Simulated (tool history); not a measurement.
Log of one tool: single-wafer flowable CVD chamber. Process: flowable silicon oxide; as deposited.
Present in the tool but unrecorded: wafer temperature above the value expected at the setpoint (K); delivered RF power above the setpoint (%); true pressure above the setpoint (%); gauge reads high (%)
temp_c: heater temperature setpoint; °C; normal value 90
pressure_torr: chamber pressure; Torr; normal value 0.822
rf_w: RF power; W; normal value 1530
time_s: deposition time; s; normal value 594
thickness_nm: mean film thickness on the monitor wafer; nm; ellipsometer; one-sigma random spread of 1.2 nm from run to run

run	day	temp_c	pressure_torr	rf_w	time_s	wafers since the last listed run	hours since the last thermocouple change	hours since the last RF generator calibration	hours since the last manometer calibration	hours since the showerhead was replaced	hours since the gauge calibration	read-back reference wafer on the same gauge, thickness_nm	thickness_nm
1	0	90	0.822	1530	594	0	1169.6	751	1259.2	4966.6	787	489.043	461.456
# day 2.433: gauge calibrated
2	2.475	90	0.822	1530	594	168	1229	810.4	1318.6	5026	1	488.771	462.853
3	3.933	84	0.693	1530	594	99	1264	845.4	1353.6	5061	36	489	455.854
4	5.896	90	0.822	1530	594	133	1311.1	892.5	1400.7	5108.1	83.1	489.015	464.548
5	7.138	94	0.822	1530	594	84	1340.9	922.3	1430.5	5137.9	112.9	488.867	409.47
6	9.312	90	0.822	1530	594	148	1393.1	974.5	1482.7	5190.1	165.1	489.087	462.891
7	11.7	90	0.822	1530	594	162	1450.4	1031.8	1540	5247.4	222.4	489.022	464.648
8	13.021	90	0.822	1530	594	90	1482.1	1063.5	1571.7	5279.1	254.1	489.304	462.41
9	14.292	84	0.822	1530	594	86	1512.6	1094	1602.2	5309.6	284.6	489.006	539.635
10	17.104	84	0.822	1530	594	192	1580.1	1161.5	1669.7	5377.1	352.1	488.852	541.282
11	18.212	84	0.822	1530	594	75	1606.7	1188.1	1696.3	5403.7	378.7	489.308	538.741
# day 19.433: thermocouple changed; heater temperature recalibrated
# day 25.412: capacitance manometer re-zeroed and calibrated
12	26.45	90	0.822	1530	632	516	168.4	1385.8	24.9	5601.4	576.4	489.054	483.335
13	27.517	90	0.693	1825	531	72	194	1411.4	50.5	5627	602	489.167	354.534
14	35.167	90	0.822	1685	594	522	377.6	1595	234.1	5810.6	785.6	488.912	456.68
# day 35.821: showerhead replaced
15	37.221	90	0.822	1780	557	117	426.9	1644.3	283.4	33.6	834.9	489.041	431.702
# day 38.804: capacitance manometer re-zeroed and calibrated, repeated, since the last time left the tool worse
16	38.933	84	0.693	1530	594	94	468	1685.4	3.1	74.7	876	489.081	467.34
# day 39.012: gauge calibrated
17	41.617	90	0.822	1530	594	183	532.4	1749.8	67.5	139.1	62.5	488.979	472.252
# day 42.4: RF generator calibrated
18	43.242	90	0.822	1530	627	88	571.4	20.2	106.5	178.1	101.5	488.89	496.184
19	46.112	90	0.748	1530	594	195	640.3	89.1	175.4	247	170.4	488.673	426.843
20	48.279	90	0.822	1530	645	147	692.3	141.1	227.4	299	222.4	488.956	506.521
21	49.725	90	0.822	1530	647	98	727	175.8	262.1	333.7	257.1	488.967	508.724
22	50.912	90	0.822	1530	594	81	755.5	204.3	290.6	362.2	285.6	488.985	468.393
23	53.325	90	0.822	1530	497	164	813.4	262.2	348.5	420.1	343.5	489.245	387.958
24	55.012	90	0.658	1530	479	115	853.9	302.7	389	460.6	384	489.008	301.125

Hidden condition of the tool, last listed run before each entry between runs versus first listed run after:
In the gap between runs 1 and 2: gauge calibrated (day 2.433)
  true pressure above the setpoint (%): -2.56 -> -2.59
  what was measured, less what the result would be without the hidden state, thickness_nm: -11.719 -> -11.905 nm
In the gap between runs 11 and 12: thermocouple changed; heater temperature recalibrated (day 19.433); capacitance manometer re-zeroed and calibrated (day 25.412)
  true pressure above the setpoint (%): -2.73 -> -4.58
  what was measured, less what the result would be without the hidden state, thickness_nm: -14.639 -> -22.52 nm
In the gap between runs 14 and 15: showerhead replaced (day 35.821)
  true pressure above the setpoint (%): -5.42 -> -5.58
  what was measured, less what the result would be without the hidden state, thickness_nm: -25.462 -> -24.818 nm
In the gap between runs 15 and 16: capacitance manometer re-zeroed and calibrated, repeated, since the last time left the tool worse (day 38.804)
  true pressure above the setpoint (%): -5.58 -> -0.464
  what was measured, less what the result would be without the hidden state, thickness_nm: -24.818 -> -2.252 nm
In the gap between runs 16 and 17: gauge calibrated (day 39.012)
  true pressure above the setpoint (%): -0.464 -> -0.767
  what was measured, less what the result would be without the hidden state, thickness_nm: -2.252 -> -3.536 nm
In the gap between runs 17 and 18: RF generator calibrated (day 42.4)
  true pressure above the setpoint (%): -0.767 -> -0.934
  what was measured, less what the result would be without the hidden state, thickness_nm: -3.536 -> -4.533 nm
